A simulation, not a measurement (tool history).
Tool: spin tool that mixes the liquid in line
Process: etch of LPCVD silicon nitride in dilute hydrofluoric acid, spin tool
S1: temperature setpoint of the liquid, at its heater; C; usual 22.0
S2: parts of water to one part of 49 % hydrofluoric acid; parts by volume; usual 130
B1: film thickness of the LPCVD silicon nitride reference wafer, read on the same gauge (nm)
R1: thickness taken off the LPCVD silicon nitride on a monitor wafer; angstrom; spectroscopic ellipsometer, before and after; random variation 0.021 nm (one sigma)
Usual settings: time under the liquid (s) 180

run 1 day=0.000 | S1=22.0 S2=165 time_under_the_liquid_(s)=180 | B1=30.031 | R1=5.42
run 2 day=2.421 | S1=22.0 S2=165 time_under_the_liquid_(s)=180 | B1=30.020 | R1=5.40
run 3 day=3.442 | S1=22.0 S2=130 time_under_the_liquid_(s)=180 | B1=30.008 | R1=6.98
run 4 day=6.217 | S1=22.0 S2=130 time_under_the_liquid_(s)=180 | B1=29.963 | R1=6.84
run 5 day=8.658 | S1=22.0 S2=105 time_under_the_liquid_(s)=180 | B1=30.014 | R1=8.56
run 6 day=10.346 | S1=22.0 S2=105 time_under_the_liquid_(s)=180 | B1=29.977 | R1=8.92
run 7 day=11.846 | S1=22.0 S2=115 time_under_the_liquid_(s)=180 | B1=29.972 | R1=8.00
run 8 day=13.600 | S1=22.0 S2=130 time_under_the_liquid_(s)=250 | B1=30.016 | R1=9.09
run 9 day=15.204 | S1=22.0 S2=130 time_under_the_liquid_(s)=250 | B1=29.976 | R1=9.62
run 10 day=21.050 | S1=22.0 S2=130 time_under_the_liquid_(s)=210 | B1=30.034 | R1=8.04
-- day=22.208 thermometer replaced
run 11 day=22.338 | S1=22.0 S2=130 time_under_the_liquid_(s)=180 | B1=29.988 | R1=5.49
run 12 day=25.292 | S1=22.0 S2=130 time_under_the_liquid_(s)=180 | B1=30.012 | R1=5.44
run 13 day=28.242 | S1=22.0 S2=150 time_under_the_liquid_(s)=180 | B1=30.029 | R1=4.79
-- day=29.267 hydrofluoric acid flow meter replaced
run 14 day=29.788 | S1=19.0 S2=165 time_under_the_liquid_(s)=180 | B1=29.957 | R1=4.04
run 15 day=31.867 | S1=23.5 S2=105 time_under_the_liquid_(s)=265 | B1=30.012 | R1=12.58
run 16 day=33.717 | S1=22.0 S2=130 time_under_the_liquid_(s)=180 | B1=29.984 | R1=6.30
run 17 day=35.275 | S1=19.0 S2=130 time_under_the_liquid_(s)=280 | B1=30.044 | R1=8.32
-- day=37.525 gauge calibrated
run 18 day=37.862 | S1=22.0 S2=110 time_under_the_liquid_(s)=260 | B1=29.997 | R1=10.70
run 19 day=39.671 | S1=22.0 S2=180 time_under_the_liquid_(s)=180 | B1=29.954 | R1=4.82
run 20 day=41.629 | S1=22.0 S2=130 time_under_the_liquid_(s)=220 | B1=30.004 | R1=7.89
run 21 day=44.533 | S1=22.0 S2=130 time_under_the_liquid_(s)=220 | B1=29.968 | R1=7.88
run 22 day=46.254 | S1=19.0 S2=130 time_under_the_liquid_(s)=180 | B1=30.008 | R1=5.30
run 23 day=47.904 | S1=23.5 S2=90 time_under_the_liquid_(s)=85 | B1=29.983 | R1=5.13
run 24 day=49.154 | S1=22.0 S2=130 time_under_the_liquid_(s)=85 | B1=30.025 | R1=3.06
run 25 day=51.333 | S1=26.0 S2=130 time_under_the_liquid_(s)=270 | B1=29.977 | R1=12.23
run 26 day=53.067 | S1=22.0 S2=190 time_under_the_liquid_(s)=225 | B1=30.011 | R1=5.45
run 27 day=54.721 | S1=23.5 S2=130 time_under_the_liquid_(s)=180 | B1=30.008 | R1=7.14
run 28 day=59.133 | S1=22.0 S2=165 time_under_the_liquid_(s)=180 | B1=29.991 | R1=4.81
run 29 day=61.871 | S1=25.5 S2=130 time_under_the_liquid_(s)=180 | B1=29.989 | R1=8.15
run 30 day=64.354 | S1=22.0 S2=100 time_under_the_liquid_(s)=180 | B1=29.997 | R1=8.79
run 31 day=67.204 | S1=22.0 S2=130 time_under_the_liquid_(s)=180 | B1=30.018 | R1=6.66
run 32 day=68.325 | S1=24.5 S2=105 time_under_the_liquid_(s)=210 | B1=30.020 | R1=11.29

Measured less the same run without the tool's hidden state. The same run-to-run variation is in both; the gauge's scatter may not be:
The hidden state here: liquid hotter than its thermometer reads (K); hydrofluoric acid flow below the setpoint (%); gauge reads high (%).
run=1 R1=+0.57
run=2 R1=+0.57
run=3 R1=+0.75
run=4 R1=+0.75
run=5 R1=+0.97
run=6 R1=+1.02
run=7 R1=+0.91
run=8 R1=+1.03
run=9 R1=+1.10
run=10 R1=+0.95
run=11 R1=-0.57
run=12 R1=-0.56
run=13 R1=-0.48
run=14 R1=+0.08
run=15 R1=+0.25
run=16 R1=+0.14
run=17 R1=+0.21
run=18 R1=+0.27
run=19 R1=+0.12
run=20 R1=+0.22
run=21 R1=+0.24
run=22 R1=+0.18
run=23 R1=+0.17
run=24 R1=+0.11
run=25 R1=+0.40
run=26 R1=+0.19
run=27 R1=+0.27
run=28 R1=+0.19
run=29 R1=+0.32
run=30 R1=+0.41
run=31 R1=+0.31
run=32 R1=+0.52
